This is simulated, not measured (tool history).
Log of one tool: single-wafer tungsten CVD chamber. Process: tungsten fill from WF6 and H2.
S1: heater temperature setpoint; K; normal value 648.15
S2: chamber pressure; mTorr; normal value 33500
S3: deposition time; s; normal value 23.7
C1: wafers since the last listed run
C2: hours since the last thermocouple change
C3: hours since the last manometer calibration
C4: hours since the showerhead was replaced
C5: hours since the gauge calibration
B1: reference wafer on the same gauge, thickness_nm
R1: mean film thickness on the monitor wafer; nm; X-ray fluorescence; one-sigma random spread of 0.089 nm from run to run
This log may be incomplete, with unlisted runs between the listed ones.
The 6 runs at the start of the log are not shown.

run,hour,S1,S2,S3,C1,C2,C3,C4,C5,B1,R1
7,315,648.15,33500,23.7,1370,1108.5,2818.5,3825.9,1082.4,40.11,42.726
# hour 355.5: capacitance manometer re-zeroed and calibrated
8,356.7,648.15,33500,23.7,836,1150.2,1.2,3867.6,1124.1,40.074,43.756
9,397.1,648.15,33500,23.7,1003,1190.6,41.6,3908,1164.5,40.097,43.524
# hour 462.6: gauge calibrated
10,463.1,648.15,33500,23.7,1638,1256.6,107.6,3974,0.5,40.102,43.712
11,495.4,648.15,33500,23.7,802,1288.9,139.9,4006.3,32.8,40.117,43.7
12,523.6,648.15,33500,22.6,700,1317.1,168.1,4034.5,61,40.111,41.732
13,557.1,648.15,33500,23.7,831,1350.6,201.6,4068,94.5,40.117,43.801
14,590.5,648.15,33500,23.7,829,1384,235,4101.4,127.9,40.11,43.651
15,660.2,661.15,39400,22.1,1730,1453.7,304.7,4171.1,197.6,40.108,55.632
16,696.8,658.15,33500,23.7,908,1490.3,341.3,4207.7,234.2,40.092,53.131
17,738.2,648.15,28900,21.8,1027,1531.7,382.7,4249.1,275.6,40.113,38.313
18,788.1,655.15,37000,23.7,1239,1581.6,432.6,4299,325.5,40.078,51.878
19,822,654.15,33500,26.7,841,1615.5,466.5,4332.9,359.4,40.109,55.474
20,849.7,641.15,30900,23.7,687,1643.2,494.2,4360.6,387.1,40.111,36.896
21,892.8,640.15,35900,27.2,1070,1686.3,537.3,4403.7,430.2,40.114,43.459
# hour 915.3: showerhead replaced
22,954.7,637.15,27000,25.9,1338,1748.2,599.2,39.4,492.1,40.126,35.512
# hour 1008.9: thermocouple changed; heater temperature recalibrated
23,1011,648.15,26800,23.7,1199,2.1,655.5,95.7,548.4,40.111,40.716

Predict the results of run 24:
24,1082.3,648.15,31400,23.7,1770,73.4,726.8,167,619.7,?,?

Run 24 measured B1 40.104, R1 42.679 nm.
Take away the tool's hidden state, keep the run-to-run variation as it was, and the same run would have given R1 42.777 nm.
